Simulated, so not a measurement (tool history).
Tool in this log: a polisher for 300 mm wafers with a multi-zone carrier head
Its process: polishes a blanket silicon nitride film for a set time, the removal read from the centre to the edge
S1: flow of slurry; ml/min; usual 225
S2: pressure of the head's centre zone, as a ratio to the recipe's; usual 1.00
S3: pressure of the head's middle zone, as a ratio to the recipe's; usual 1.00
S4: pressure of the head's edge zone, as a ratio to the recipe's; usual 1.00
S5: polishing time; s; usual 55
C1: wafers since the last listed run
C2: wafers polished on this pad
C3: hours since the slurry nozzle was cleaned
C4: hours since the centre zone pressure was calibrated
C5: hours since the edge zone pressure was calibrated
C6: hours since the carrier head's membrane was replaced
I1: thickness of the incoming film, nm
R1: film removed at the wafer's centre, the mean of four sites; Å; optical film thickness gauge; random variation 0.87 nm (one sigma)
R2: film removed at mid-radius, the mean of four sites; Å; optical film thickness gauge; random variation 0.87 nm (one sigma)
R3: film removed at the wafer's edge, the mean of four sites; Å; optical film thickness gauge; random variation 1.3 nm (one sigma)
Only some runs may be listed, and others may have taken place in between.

{"run": 1, "hour": 0.0, "S1": 225, "S2": 1.0, "S3": 1.0, "S4": 1.0, "S5": 55, "C1": 0, "C2": 895, "C3": 110.1, "C4": 372.1, "C5": 1121.0, "C6": 297.9, "I1": 682.2, "R1": 1442, "R2": 1342, "R3": 1297}
{"run": 2, "hour": 26.0, "S1": 225, "S2": 1.0, "S3": 1.0, "S4": 1.0, "S5": 55, "C1": 349, "C2": 1245, "C3": 136.1, "C4": 398.1, "C5": 1147.0, "C6": 323.9, "I1": 688.6, "R1": 1442, "R2": 1345, "R3": 1306}
{"run": 3, "hour": 93.1, "S1": 225, "S2": 1.05, "S3": 1.0, "S4": 1.0, "S5": 55, "C1": 901, "C2": 2146, "C3": 203.2, "C4": 465.2, "C5": 1214.1, "C6": 391.0, "I1": 694.1, "R1": 1539, "R2": 1342, "R3": 1285}
{"hour": 149.9, "done": "worn pad replaced by a new one"}
{"run": 4, "hour": 150.7, "S1": 280, "S2": 1.07, "S3": 1.0, "S4": 1.0, "S5": 55, "C1": 720, "C2": 10, "C3": 260.8, "C4": 522.8, "C5": 1271.7, "C6": 448.6, "I1": 689.9, "R1": 1618, "R2": 1373, "R3": 1351}
{"run": 5, "hour": 186.9, "S1": 225, "S2": 1.0, "S3": 1.0, "S4": 1.0, "S5": 40, "C1": 486, "C2": 496, "C3": 297.0, "C4": 559.0, "C5": 1307.9, "C6": 484.8, "I1": 695.5, "R1": 1069, "R2": 966, "R3": 937}
{"hour": 196.7, "done": "carrier head's membrane replaced by a new one, of another model than before"}
{"run": 6, "hour": 235.0, "S1": 225, "S2": 1.0, "S3": 1.0, "S4": 1.0, "S5": 40, "C1": 579, "C2": 1075, "C3": 345.1, "C4": 607.1, "C5": 1356.0, "C6": 38.3, "I1": 691.5, "R1": 1089, "R2": 988, "R3": 952}
{"run": 7, "hour": 270.2, "S1": 225, "S2": 1.0, "S3": 1.0, "S4": 1.0, "S5": 55, "C1": 472, "C2": 1548, "C3": 380.3, "C4": 642.3, "C5": 1391.2, "C6": 73.5, "I1": 681.9, "R1": 1518, "R2": 1331, "R3": 1301}
{"hour": 279.9, "done": "edge zone pressure recalibrated"}
{"hour": 290.9, "done": "centre zone pressure recalibrated"}
{"run": 8, "hour": 316.0, "S1": 225, "S2": 1.0, "S3": 0.96, "S4": 1.0, "S5": 55, "C1": 561, "C2": 2110, "C3": 426.1, "C4": 25.1, "C5": 36.1, "C6": 119.3, "I1": 686.9, "R1": 1399, "R2": 1284, "R3": 1298}
{"run": 9, "hour": 344.8, "S1": 225, "S2": 1.0, "S3": 0.96, "S4": 1.0, "S5": 55, "C1": 386, "C2": 2497, "C3": 454.9, "C4": 53.9, "C5": 64.9, "C6": 148.1, "I1": 681.7, "R1": 1375, "R2": 1264, "R3": 1310}
{"hour": 381.1, "done": "worn pad replaced by a new one"}
{"run": 10, "hour": 404.3, "S1": 225, "S2": 1.0, "S3": 0.96, "S4": 1.0, "S5": 55, "C1": 745, "C2": 311, "C3": 514.4, "C4": 113.4, "C5": 124.4, "C6": 207.6, "I1": 695.8, "R1": 1411, "R2": 1294, "R3": 1303}
{"run": 11, "hour": 455.5, "S1": 270, "S2": 1.0, "S3": 1.0, "S4": 1.0, "S5": 67, "C1": 687, "C2": 999, "C3": 565.6, "C4": 164.6, "C5": 175.6, "C6": 258.8, "I1": 676.7, "R1": 1755, "R2": 1660, "R3": 1622}
{"run": 12, "hour": 510.7, "S1": 225, "S2": 1.0, "S3": 0.88, "S4": 1.0, "S5": 55, "C1": 741, "C2": 1741, "C3": 620.8, "C4": 219.8, "C5": 230.8, "C6": 314.0, "I1": 692.5, "R1": 1430, "R2": 1182, "R3": 1316}
{"run": 13, "hour": 549.8, "S1": 225, "S2": 1.0, "S3": 1.0, "S4": 0.94, "S5": 55, "C1": 525, "C2": 2266, "C3": 659.9, "C4": 258.9, "C5": 269.9, "C6": 353.1, "I1": 691.7, "R1": 1435, "R2": 1336, "R3": 1281}
{"run": 14, "hour": 580.2, "S1": 225, "S2": 1.0, "S3": 1.0, "S4": 1.0, "S5": 55, "C1": 408, "C2": 2675, "C3": 690.3, "C4": 289.3, "C5": 300.3, "C6": 383.5, "I1": 702.1, "R1": 1425, "R2": 1326, "R3": 1309}
{"hour": 598.1, "done": "worn pad replaced by a new one"}
{"hour": 633.5, "done": "slurry nozzle cleaned"}
{"run": 15, "hour": 646.9, "S1": 225, "S2": 0.94, "S3": 1.04, "S4": 1.0, "S5": 55, "C1": 828, "C2": 641, "C3": 13.4, "C4": 356.0, "C5": 367.0, "C6": 450.2, "I1": 685.3, "R1": 1328, "R2": 1390, "R3": 1294}
{"hour": 666.2, "done": "carrier head's membrane replaced by a new one"}
{"run": 16, "hour": 708.7, "S1": 225, "S2": 1.0, "S3": 1.0, "S4": 1.0, "S5": 55, "C1": 763, "C2": 1404, "C3": 75.2, "C4": 417.8, "C5": 428.8, "C6": 42.5, "I1": 682.6, "R1": 1444, "R2": 1347, "R3": 1293}
{"run": 17, "hour": 774.4, "S1": 225, "S2": 1.0, "S3": 1.03, "S4": 1.0, "S5": 43, "C1": 882, "C2": 2287, "C3": 140.9, "C4": 483.5, "C5": 494.5, "C6": 108.2, "I1": 687.7, "R1": 1161, "R2": 1084, "R3": 998}
{"hour": 822.5, "done": "worn pad replaced by a new one"}
{"run": 18, "hour": 823.0, "S1": 225, "S2": 1.0, "S3": 1.0, "S4": 1.0, "S5": 40, "C1": 599, "C2": 6, "C3": 189.5, "C4": 532.1, "C5": 543.1, "C6": 156.8, "I1": 682.9, "R1": 1065, "R2": 982, "R3": 928}
{"run": 19, "hour": 880.8, "S1": 225, "S2": 1.0, "S3": 1.0, "S4": 1.0, "S5": 55, "C1": 776, "C2": 782, "C3": 247.3, "C4": 589.9, "C5": 600.9, "C6": 214.6, "I1": 689.7, "R1": 1482, "R2": 1333, "R3": 1312}
{"run": 20, "hour": 936.2, "S1": 185, "S2": 1.0, "S3": 0.94, "S4": 1.0, "S5": 55, "C1": 744, "C2": 1526, "C3": 302.7, "C4": 645.3, "C5": 656.3, "C6": 270.0, "I1": 687.2, "R1": 1477, "R2": 1223, "R3": 1292}
{"run": 21, "hour": 968.7, "S1": 225, "S2": 1.0, "S3": 1.04, "S4": 0.91, "S5": 55, "C1": 436, "C2": 1963, "C3": 335.2, "C4": 677.8, "C5": 688.8, "C6": 302.5, "I1": 677.4, "R1": 1527, "R2": 1393, "R3": 1257}

Below are 5 alternative next runs, each starting from the tool's condition after run 21. Predict each:
{"run": "A", "hour": 969.1, "S1": 225, "S2": 1.0, "S3": 1.07, "S4": 1.0, "S5": 55, "C1": 5, "C2": 1969, "C3": 335.6, "C4": 678.2, "C5": 689.2, "C6": 302.9, "I1": 690.3, "R1": "?", "R2": "?", "R3": "?"}
{"run": "B", "hour": 969.1, "S1": 225, "S2": 1.0, "S3": 0.92, "S4": 1.0, "S5": 55, "C1": 5, "C2": 1969, "C3": 335.6, "C4": 678.2, "C5": 689.2, "C6": 302.9, "I1": 690.3, "R1": "?", "R2": "?", "R3": "?"}
{"run": "C", "hour": 969.1, "S1": 160, "S2": 1.0, "S3": 1.0, "S4": 1.0, "S5": 55, "C1": 5, "C2": 1969, "C3": 335.6, "C4": 678.2, "C5": 689.2, "C6": 302.9, "I1": 690.3, "R1": "?", "R2": "?", "R3": "?"}
{"run": "D", "hour": 969.1, "S1": 225, "S2": 0.91, "S3": 1.08, "S4": 1.0, "S5": 66, "C1": 5, "C2": 1969, "C3": 335.6, "C4": 678.2, "C5": 689.2, "C6": 302.9, "I1": 690.3, "R1": "?", "R2": "?", "R3": "?"}
{"run": "E", "hour": 969.1, "S1": 225, "S2": 1.0, "S3": 1.12, "S4": 1.1, "S5": 42, "C1": 5, "C2": 1969, "C3": 335.6, "C4": 678.2, "C5": 689.2, "C6": 302.9, "I1": 690.3, "R1": "?", "R2": "?", "R3": "?"}

run=A R1=1500 R2=1446 R3=1322
run=B R1=1498 R2=1238 R3=1325
run=C R1=1415 R2=1282 R3=1275
run=D R1=1589 R2=1753 R3=1586
run=E R1=1146 R2=1157 R3=1040
With no hidden state in the tool, these same runs would have given:
run=A R1=1371 R2=1447 R3=1322
run=B R1=1369 R2=1239 R3=1325
run=C R1=1293 R2=1282 R3=1275
run=D R1=1451 R2=1754 R3=1586
run=E R1=1047 R2=1158 R3=1040

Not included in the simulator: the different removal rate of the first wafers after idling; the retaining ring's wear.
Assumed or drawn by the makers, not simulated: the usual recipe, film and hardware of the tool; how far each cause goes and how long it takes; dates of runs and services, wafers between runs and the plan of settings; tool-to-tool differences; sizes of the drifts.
